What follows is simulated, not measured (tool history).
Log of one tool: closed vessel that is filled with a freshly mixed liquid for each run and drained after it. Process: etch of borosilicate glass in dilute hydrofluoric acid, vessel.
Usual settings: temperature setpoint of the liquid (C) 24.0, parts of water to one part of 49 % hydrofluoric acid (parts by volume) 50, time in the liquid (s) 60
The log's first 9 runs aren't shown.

run	hour	temperature setpoint of the liquid (C)	parts of water to one part of 49 % hydrofluoric acid (parts by volume)	time in the liquid (s)	wafers since the last listed run	hours since the thermometer was replaced	hours since the hydrofluoric acid flow meter was replaced	hours since the gauge calibration	read-back film thickness of the borosilicate glass reference wafer, read on the same gauge (nm)	thickness taken off the borosilicate glass on a monitor wafer (angstrom)
10	243.8	24.0	70	60	2505	1125.7	1209.5	626.5	139.93	425.8
11	265.4	24.0	70	60	2394	1147.3	1231.1	648.1	140.00	424.4
# hour 272.6: thermometer replaced
12	287.1	24.0	50	60	2294	14.5	1252.8	669.8	140.02	600.6
13	301.5	24.0	50	60	1596	28.9	1267.2	684.2	140.00	606.3
14	323.9	24.0	50	60	2483	51.3	1289.6	706.6	139.99	611.6
15	338.6	25.5	50	60	1629	66.0	1304.3	721.3	140.01	634.4
16	366.3	24.0	50	75	3070	93.7	1332.0	749.0	140.02	747.7
# hour 368.6: gauge calibrated
17	392.4	24.0	50	60	2893	119.8	1358.1	23.8	139.97	600.2
18	419.6	21.5	30	30	3015	147.0	1385.3	51.0	139.99	470.7
19	432.6	20.5	50	30	1441	160.0	1398.3	64.0	139.97	261.1
20	464.0	27.0	50	60	3480	191.4	1429.7	95.4	140.01	673.9
21	492.6	19.5	50	60	3170	220.0	1458.3	124.0	140.00	502.0
22	510.1	21.0	75	80	1939	237.5	1475.8	141.5	140.03	468.4

Run 23 comes next. What will it give?
23	531.1	24.0	50	60	2327	258.5	1496.8	162.5	?	?

read-back film thickness of the borosilicate glass reference wafer, read on the same gauge (nm): 140.03
thickness taken off the borosilicate glass on a monitor wafer (angstrom): 597.0
Without the tool's hidden state the same run would have given thickness taken off the borosilicate glass on a monitor wafer (angstrom) 597.0.

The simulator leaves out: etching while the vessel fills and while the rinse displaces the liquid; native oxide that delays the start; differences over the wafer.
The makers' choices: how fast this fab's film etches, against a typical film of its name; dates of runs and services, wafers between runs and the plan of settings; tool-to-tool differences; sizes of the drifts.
